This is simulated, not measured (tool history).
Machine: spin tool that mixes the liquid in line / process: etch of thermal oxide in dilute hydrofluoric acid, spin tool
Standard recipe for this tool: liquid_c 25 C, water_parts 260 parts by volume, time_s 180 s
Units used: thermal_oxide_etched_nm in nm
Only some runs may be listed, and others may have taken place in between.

run	hour	liquid_c	water_parts	time_s	wafers since the last listed run	hours since the thermometer was replaced	hours since the hydrofluoric acid flow meter was replaced	hours since the gauge calibration	read-back film thickness of the thermal oxide reference wafer, read on the same gauge (nm)	thermal_oxide_etched_nm
1	0	25	345	180	0	229	856.6	2193.6	140.01	1.521
# hour 22.8: hydrofluoric acid flow meter replaced
2	54.1	25	345	180	377	283.1	31.3	2247.7	139.997	1.618
3	133.7	25	345	180	565	362.7	110.9	2327.3	139.991	1.625
4	206.7	23.5	260	210	518	435.7	183.9	2400.3	140.005	2.592
5	273	23.5	260	210	470	502	250.2	2466.6	139.984	2.576
6	325.6	23.5	260	210	373	554.6	302.8	2519.2	139.995	2.535
7	379	25	215	210	379	608	356.2	2572.6	140.005	3.393
8	437.5	25	215	210	415	666.5	414.7	2631.1	140.007	3.331
9	517.4	23	350	110	567	746.4	494.6	2711	140.016	0.879
10	620.5	27.5	140	180	732	849.5	597.7	2814.1	139.989	5.196
11	706.6	29	260	180	611	935.6	683.8	2900.2	140.013	2.507
12	759	29	150	215	372	988	736.2	2952.6	140.015	5.846
13	836.8	20	190	180	552	1065.8	814	3030.4	140.011	2.582
# hour 861.4: hydrofluoric acid flow meter replaced
14	934.4	22	335	90	686	1163.4	73	3128	139.984	0.759
15	1002.3	22.5	260	180	482	1231.3	140.9	3195.9	140.023	2.095
16	1102.3	25	260	180	710	1331.3	240.9	3295.9	140.011	2.244
17	1164.2	25	320	255	439	1393.2	302.8	3357.8	139.984	2.488
18	1257.3	27.5	260	180	661	1486.3	395.9	3450.9	140.007	2.376
19	1317.3	25	305	110	426	1546.3	455.9	3510.9	140	1.093
20	1383	29	305	215	466	1612	521.6	3576.6	139.987	2.383
21	1436.1	25	215	210	377	1665.1	574.7	3629.7	139.987	3.229
# hour 1449.7: gauge calibrated
22	1514.2	25	350	180	554	1743.2	652.8	64.5	139.987	1.426
23	1552.5	23	200	240	272	1781.5	691.1	102.8	139.992	3.593
24	1594.9	29	130	180	301	1823.9	733.5	145.2	139.976	5.622
# hour 1628.4: hydrofluoric acid flow meter replaced
25	1633.7	22.5	330	235	268	1862.7	5.3	184	140.014	2.04
26	1726.6	25	260	180	659	1955.6	98.2	276.9	140.007	2.299
27	1818.1	25	260	180	649	2047.1	189.7	368.4	139.988	2.252
28	1909.6	25	320	180	649	2138.6	281.2	459.9	140	1.678
29	1965.4	29	225	260	396	2194.4	337	515.7	140.013	4.338
30	2038.7	29	150	215	520	2267.7	410.3	589	139.995	5.897
31	2107.2	28.5	210	245	486	2336.2	478.8	657.5	140.008	4.355
32	2199	25	355	255	652	2428	570.6	749.3	139.996	1.995

Forecast each of these 5 alternatives for the next run:
A	2199.5	25	260	180	3	2428.5	571.1	749.8	?	?
B	2199.5	25	260	145	3	2428.5	571.1	749.8	?	?
C	2199.5	27.5	130	270	3	2428.5	571.1	749.8	?	?
D	2199.5	27	345	85	3	2428.5	571.1	749.8	?	?
E	2199.5	28	160	240	3	2428.5	571.1	749.8	?	?

run	read-back film thickness of the thermal oxide reference wafer, read on the same gauge (nm)	thermal_oxide_etched_nm
A	140.009	2.149
B	140.009	1.731
C	140.009	8.193
D	140.009	0.752
E	140.009	5.808
With the hidden condition removed and each run's random variation left untouched, the same runs would have given:
run	thermal_oxide_etched_nm
A	2.515
B	2.026
C	9.583
D	0.879
E	6.79

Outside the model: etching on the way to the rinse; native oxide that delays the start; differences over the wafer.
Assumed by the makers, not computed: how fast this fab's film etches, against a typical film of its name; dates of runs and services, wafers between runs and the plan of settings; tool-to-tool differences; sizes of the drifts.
